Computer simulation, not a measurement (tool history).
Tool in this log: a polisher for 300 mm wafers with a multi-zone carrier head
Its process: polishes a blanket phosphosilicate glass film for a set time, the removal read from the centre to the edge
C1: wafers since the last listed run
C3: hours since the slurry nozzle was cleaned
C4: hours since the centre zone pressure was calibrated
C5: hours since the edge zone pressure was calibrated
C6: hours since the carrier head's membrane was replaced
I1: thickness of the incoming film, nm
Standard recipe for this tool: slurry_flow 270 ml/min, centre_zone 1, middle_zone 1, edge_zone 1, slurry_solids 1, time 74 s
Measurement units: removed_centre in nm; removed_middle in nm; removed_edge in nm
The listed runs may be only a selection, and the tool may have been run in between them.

Run 1, hour 0: usual settings; C1 0; wafers polished on this pad 3512; C3 298.4; C4 89.1; C5 1320.9; C6 463.6; I1 2830.7. Result: removed_centre 492.1 nm, removed_middle 490.3 nm, removed_edge 504.1 nm.
At hour 58.4: edge zone pressure recalibrated.
Run 2, hour 72.7: usual settings; C1 746; wafers polished on this pad 4258; C3 371.1; C4 161.8; C5 14.3; C6 536.3; I1 2834.2. Result: removed_centre 488.8 nm, removed_middle 492.5 nm, removed_edge 503 nm.
Run 3, hour 138.4: usual settings; C1 693; wafers polished on this pad 4952; C3 436.8; C4 227.5; C5 80; C6 602; I1 2817.3. Result: removed_centre 481.9 nm, removed_middle 492.3 nm, removed_edge 506 nm.
At hour 180.9: worn pad replaced by a new one.
Run 4, hour 236.7: usual settings but centre_zone 0.93; C1 995; wafers polished on this pad 588; C3 535.1; C4 325.8; C5 178.3; C6 700.3; I1 2870.1. Result: removed_centre 454.7 nm, removed_middle 494.4 nm, removed_edge 496 nm.
At hour 324.1: slurry nozzle cleaned.
Run 5, hour 327.7: usual settings; C1 949; wafers polished on this pad 1538; C3 3.6; C4 416.8; C5 269.3; C6 791.3; I1 2817.3. Result: removed_centre 510.6 nm, removed_middle 522.5 nm, removed_edge 514.7 nm.
Run 6, hour 389.2: usual settings but slurry_flow 340 ml/min; C1 648; wafers polished on this pad 2187; C3 65.1; C4 478.3; C5 330.8; C6 852.8; I1 2842.2. Result: removed_centre 521.7 nm, removed_middle 526.3 nm, removed_edge 522.9 nm.
Run 7, hour 486.3: usual settings but centre_zone 0.96, time 55 s; C1 1024; wafers polished on this pad 3211; C3 162.2; C4 575.4; C5 427.9; C6 949.9; I1 2821.5. Result: removed_centre 366.7 nm, removed_middle 378.9 nm, removed_edge 384.3 nm.
Run 8, hour 578.2: usual settings but middle_zone 0.95, edge_zone 1.11, time 97 s; C1 969; wafers polished on this pad 4181; C3 254.1; C4 667.3; C5 519.8; C6 1041.8; I1 2819.1. Result: removed_centre 650 nm, removed_middle 629 nm, removed_edge 695.5 nm.
At hour 613.1: centre zone pressure recalibrated.
Run 9, hour 640.3: usual settings but middle_zone 1.1, edge_zone 1.08; C1 634; wafers polished on this pad 4815; C3 316.2; C4 27.2; C5 581.9; C6 1103.9; I1 2849.7. Result: removed_centre 488.4 nm, removed_middle 533.4 nm, removed_edge 521.2 nm.
Run 10, hour 719.2: usual settings but slurry_flow 340 ml/min, middle_zone 0.95, edge_zone 0.96, time 98 s; C1 832; wafers polished on this pad 5648; C3 395.1; C4 106.1; C5 660.8; C6 1182.8; I1 2804.7. Result: removed_centre 681.7 nm, removed_middle 658.4 nm, removed_edge 673.7 nm.
At hour 733.8: carrier head's membrane replaced by a new one.
Run 11, hour 769.2: usual settings; C1 474; wafers polished on this pad 6123; C3 445.1; C4 156.1; C5 710.8; C6 35.4; I1 2862.1. Result: removed_centre 485.5 nm, removed_middle 502 nm, removed_edge 497.8 nm.
At hour 796.3: worn pad replaced by a new one.
Run 12, hour 849.8: usual settings but middle_zone 1.1, edge_zone 1.04; C1 808; wafers polished on this pad 564; C3 525.7; C4 236.7; C5 791.4; C6 116; I1 2846.5. Result: removed_centre 494.6 nm, removed_middle 545.3 nm, removed_edge 509.6 nm.
Run 13, hour 897.8: usual settings but slurry_flow 295 ml/min, centre_zone 0.91; C1 506; wafers polished on this pad 1071; C3 573.7; C4 284.7; C5 839.4; C6 164; I1 2807.1. Result: removed_centre 453.7 nm, removed_middle 503.7 nm, removed_edge 500 nm.
At hour 921: slurry nozzle cleaned.
Run 14, hour 934.2: usual settings but slurry_flow 300 ml/min, edge_zone 1.12, slurry_solids 0.75, time 55 s; C1 373; wafers polished on this pad 1445; C3 13.2; C4 321.1; C5 875.8; C6 200.4; I1 2820.7. Result: removed_centre 349.4 nm, removed_middle 344.2 nm, removed_edge 357.9 nm.
Run 15, hour 1032: usual settings but slurry_solids 0.85; C1 1032; wafers polished on this pad 2477; C3 111; C4 418.9; C5 973.6; C6 298.2; I1 2801.2. Result: removed_centre 480.7 nm, removed_middle 490.5 nm, removed_edge 483.2 nm.
Run 16, hour 1125.1: usual settings; C1 982; wafers polished on this pad 3459; C3 204.1; C4 512; C5 1066.7; C6 391.3; I1 2835.5. Result: removed_centre 494.3 nm, removed_middle 505.5 nm, removed_edge 515.9 nm.
Run 17, hour 1207: usual settings but middle_zone 1.1, time 53 s; C1 864; wafers polished on this pad 4323; C3 286; C4 593.9; C5 1148.6; C6 473.2; I1 2786.2. Result: removed_centre 354.6 nm, removed_middle 381.7 nm, removed_edge 359.4 nm.
At hour 1288.3: centre zone pressure recalibrated.
Run 18, hour 1293: usual settings but middle_zone 0.91, time 88 s; C1 886; wafers polished on this pad 5210; C3 372; C4 4.7; C5 1234.6; C6 559.2; I1 2802.9. Result: removed_centre 586.6 nm, removed_middle 567.2 nm, removed_edge 609.4 nm.
Run 19, hour 1353.1: usual settings but centre_zone 0.92, middle_zone 1.08, edge_zone 0.92, slurry_solids 1.2; C1 634; wafers polished on this pad 5844; C3 432.1; C4 64.8; C5 1294.7; C6 619.3; I1 2836.3. Result: removed_centre 488.3 nm, removed_middle 569 nm, removed_edge 511.6 nm.
Run 20, hour 1400.1: usual settings; C1 495; wafers polished on this pad 6340; C3 479.1; C4 111.8; C5 1341.7; C6 666.3; I1 2855.5. Result: removed_centre 491.2 nm, removed_middle 508 nm, removed_edge 505.6 nm.
At hour 1406.4: worn pad replaced by a new one.
Run 21, hour 1441.6: usual settings but slurry_flow 305 ml/min, middle_zone 1.07; C1 395; wafers polished on this pad 371; C3 520.6; C4 153.3; C5 1383.2; C6 707.8; I1 2818.4. Result: removed_centre 499.7 nm, removed_middle 536.6 nm, removed_edge 513.4 nm.

Each row is a separate what-if for the run after 21, all from the same tool condition, not one after another. Results?
Run A, hour 1442: usual settings but slurry_solids 0.9; C1 4; wafers polished on this pad 375; C3 521; C4 153.7; C5 1383.6; C6 708.2; I1 2856.4. Result: removed_centre ?, removed_middle ?, removed_edge ?.
Run B, hour 1442: usual settings but slurry_flow 305 ml/min, centre_zone 0.9, edge_zone 0.93, time 82 s; C1 4; wafers polished on this pad 375; C3 521; C4 153.7; C5 1383.6; C6 708.2; I1 2856.4. Result: removed_centre ?, removed_middle ?, removed_edge ?.
Run C, hour 1442: usual settings but slurry_solids 1.2, time 50 s; C1 4; wafers polished on this pad 375; C3 521; C4 153.7; C5 1383.6; C6 708.2; I1 2856.4. Result: removed_centre ?, removed_middle ?, removed_edge ?.
Run D, hour 1442: usual settings but slurry_flow 185 ml/min, edge_zone 0.93; C1 4; wafers polished on this pad 375; C3 521; C4 153.7; C5 1383.6; C6 708.2; I1 2856.4. Result: removed_centre ?, removed_middle ?, removed_edge ?.

run  removed_centre  removed_middle  removed_edge
  A           471.9           478.5         486.3
  B             500           559.3         552.6
  C           353.6           358.5         364.3
  D           463.9           473.4         476.1
The same runs, with their run-to-run variation unchanged, on a tool lacking any hidden condition would have given:
run  removed_centre  removed_middle  removed_edge
  A           498.7           502.7         504.6
  B           525.7           585.1         571.7
  C           373.6           376.7         378.1
  D           498.9           504.9           499

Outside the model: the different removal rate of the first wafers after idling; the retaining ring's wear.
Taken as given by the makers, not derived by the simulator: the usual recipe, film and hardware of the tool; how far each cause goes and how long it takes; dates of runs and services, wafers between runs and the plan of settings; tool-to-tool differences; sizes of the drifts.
